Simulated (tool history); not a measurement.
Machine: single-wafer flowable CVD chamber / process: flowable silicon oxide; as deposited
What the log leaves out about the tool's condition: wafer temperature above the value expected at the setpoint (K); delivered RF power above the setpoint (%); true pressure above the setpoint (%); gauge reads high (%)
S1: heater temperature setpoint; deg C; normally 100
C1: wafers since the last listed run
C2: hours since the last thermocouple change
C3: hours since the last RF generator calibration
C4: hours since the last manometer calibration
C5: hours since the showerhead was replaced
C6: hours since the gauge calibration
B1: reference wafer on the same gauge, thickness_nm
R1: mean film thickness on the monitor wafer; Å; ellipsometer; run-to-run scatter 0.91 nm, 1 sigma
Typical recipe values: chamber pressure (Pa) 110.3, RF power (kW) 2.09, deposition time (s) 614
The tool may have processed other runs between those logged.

Run 1, day 0: usual settings; C1 0; C2 1833.1; C3 1338; C4 2225.8; C5 5855; C6 269.8; B1 342.203. Result: R1 4728.75 Å.
Run 2, day 0.304: usual settings; C1 32; C2 1840.4; C3 1345.3; C4 2233.1; C5 5862.3; C6 277.1; B1 342.112. Result: R1 4748.82 Å.
Run 3, day 0.933: usual settings; C1 66; C2 1855.5; C3 1360.4; C4 2248.2; C5 5877.4; C6 292.2; B1 342.186. Result: R1 4776.9 Å.
Run 4, day 1.488: usual settings but S1 88 deg C, deposition time (s) 550; C1 58; C2 1868.8; C3 1373.7; C4 2261.5; C5 5890.7; C6 305.5; B1 342.034. Result: R1 6099.32 Å.
Run 5, day 2.133: usual settings but S1 88 deg C, deposition time (s) 550; C1 68; C2 1884.3; C3 1389.2; C4 2277; C5 5906.2; C6 321; B1 341.757. Result: R1 6133.34 Å.
Run 6, day 2.592: usual settings but deposition time (s) 677; C1 48; C2 1895.3; C3 1400.2; C4 2288; C5 5917.2; C6 332; B1 341.638. Result: R1 5302.4 Å.
Run 7, day 3.167: usual settings but deposition time (s) 677; C1 60; C2 1909.1; C3 1414; C4 2301.8; C5 5931; C6 345.8; B1 341.621. Result: R1 5287.34 Å.
Run 8, day 3.838: usual settings but S1 93 deg C; C1 70; C2 1925.2; C3 1430.1; C4 2317.9; C5 5947.1; C6 361.9; B1 342.054. Result: R1 5979.28 Å.
At day 4.388: capacitance manometer re-zeroed and calibrated.
Run 9, day 4.462: usual settings but S1 93 deg C; C1 30; C2 1940.2; C3 1445.1; C4 1.8; C5 5962.1; C6 376.9; B1 342.083. Result: R1 5992.16 Å.
At day 4.975: RF generator calibrated.
Run 10, day 5.158: usual settings but chamber pressure (Pa) 131.7; C1 38; C2 1956.9; C3 4.4; C4 18.5; C5 5978.8; C6 393.6; B1 342.014. Result: R1 5796.68 Å.
Run 11, day 5.654: usual settings; C1 52; C2 1968.8; C3 16.3; C4 30.4; C5 5990.7; C6 405.5; B1 341.95. Result: R1 4853.72 Å.
At day 5.892: gauge calibrated.
Run 12, day 6.079: usual settings; C1 44; C2 1979; C3 26.5; C4 40.6; C5 6000.9; C6 4.5; B1 341.995. Result: R1 4878.87 Å.
Run 13, day 6.683: usual settings; C1 63; C2 1993.5; C3 41; C4 55.1; C5 6015.4; C6 19; B1 341.954. Result: R1 4887.06 Å.
Run 14, day 6.983: usual settings; C1 31; C2 2000.7; C3 48.2; C4 62.3; C5 6022.6; C6 26.2; B1 342.242. Result: R1 4887.17 Å.
Run 15, day 7.571: usual settings but S1 105 deg C, chamber pressure (Pa) 89.1, deposition time (s) 565; C1 61; C2 2014.8; C3 62.3; C4 76.4; C5 6036.7; C6 40.3; B1 342.196. Result: R1 3110.6 Å.
Run 16, day 8.012: usual settings but S1 113 deg C; C1 46; C2 2025.4; C3 72.9; C4 87; C5 6047.3; C6 50.9; B1 342.253. Result: R1 3262.56 Å.
Run 17, day 8.658: usual settings but S1 91 deg C, chamber pressure (Pa) 100.9, deposition time (s) 645; C1 68; C2 2040.9; C3 88.4; C4 102.5; C5 6062.8; C6 66.4; B1 341.888. Result: R1 6174.61 Å.
At day 9.388: showerhead replaced.
Run 18, day 9.408: usual settings; C1 43; C2 2058.9; C3 106.4; C4 120.5; C5 0.5; C6 84.4; B1 341.837. Result: R1 4942.92 Å.
Run 19, day 9.712: usual settings but S1 113 deg C, chamber pressure (Pa) 131.9, RF power (kW) 1.945, deposition time (s) 678; C1 32; C2 2066.2; C3 113.7; C4 127.8; C5 7.8; C6 91.7; B1 341.749. Result: R1 4308.81 Å.
Run 20, day 10.354: usual settings but deposition time (s) 722; C1 67; C2 2081.6; C3 129.1; C4 143.2; C5 23.2; C6 107.1; B1 342.192. Result: R1 5831.93 Å.
Run 21, day 10.612: usual settings; C1 27; C2 2087.8; C3 135.3; C4 149.4; C5 29.4; C6 113.3; B1 342.076. Result: R1 4955.97 Å.
At day 10.983: thermocouple changed; heater temperature recalibrated.
Run 22, day 11.275: usual settings but S1 109 deg C, chamber pressure (Pa) 96.8, RF power (kW) 1.825, deposition time (s) 691; C1 34; C2 7; C3 151.2; C4 165.3; C5 45.3; C6 129.2; B1 342.013. Result: R1 3184.14 Å.
Run 23, day 11.733: usual settings but deposition time (s) 682; C1 48; C2 18; C3 162.2; C4 176.3; C5 56.3; C6 140.2; B1 342.059. Result: R1 4847.52 Å.
Run 24, day 12.088: usual settings; C1 37; C2 26.5; C3 170.7; C4 184.8; C5 64.8; C6 148.7; B1 341.523. Result: R1 4365.08 Å.
Run 25, day 12.354: usual settings but S1 87 deg C, chamber pressure (Pa) 137.7, RF power (kW) 2.435; C1 28; C2 32.9; C3 177.1; C4 191.2; C5 71.2; C6 155.1; B1 341.858. Result: R1 8162.69 Å.
Run 26, day 12.808: usual settings but S1 96 deg C, chamber pressure (Pa) 101.3; C1 47; C2 43.8; C3 188; C4 202.1; C5 82.1; C6 166; B1 341.877. Result: R1 4562.95 Å.
Run 27, day 13.288: usual settings but RF power (kW) 1.855; C1 50; C2 55.3; C3 199.5; C4 213.6; C5 93.6; C6 177.5; B1 342.184. Result: R1 4301.01 Å.
Run 28, day 13.988: usual settings but RF power (kW) 1.965, deposition time (s) 578; C1 73; C2 72.1; C3 216.3; C4 230.4; C5 110.4; C6 194.3; B1 341.746. Result: R1 4066.62 Å.

For each run, the measured value with the value that run would have given without the tool's hidden condition subtracted. The run-to-run variation is shared by both, the gauge scatter possibly not:
run        R1
  1   +642.97
  2   +650.57
  3    +664.6
  4   +786.94
  5   +803.84
  6   +767.83
  7   +776.18
  8   +883.03
  9   +896.57
 10   +891.37
 11   +754.89
 12   +766.17
 13      +778
 14   +783.27
 15   +517.12
 16   +526.93
 17   +967.06
 18   +835.65
 19    +722.5
 20  +1006.22
 21   +859.81
 22    +190.2
 23   +285.84
 24   +257.46
 25   +440.98
 26   +274.72
 27    +254.1
 28    +240.6
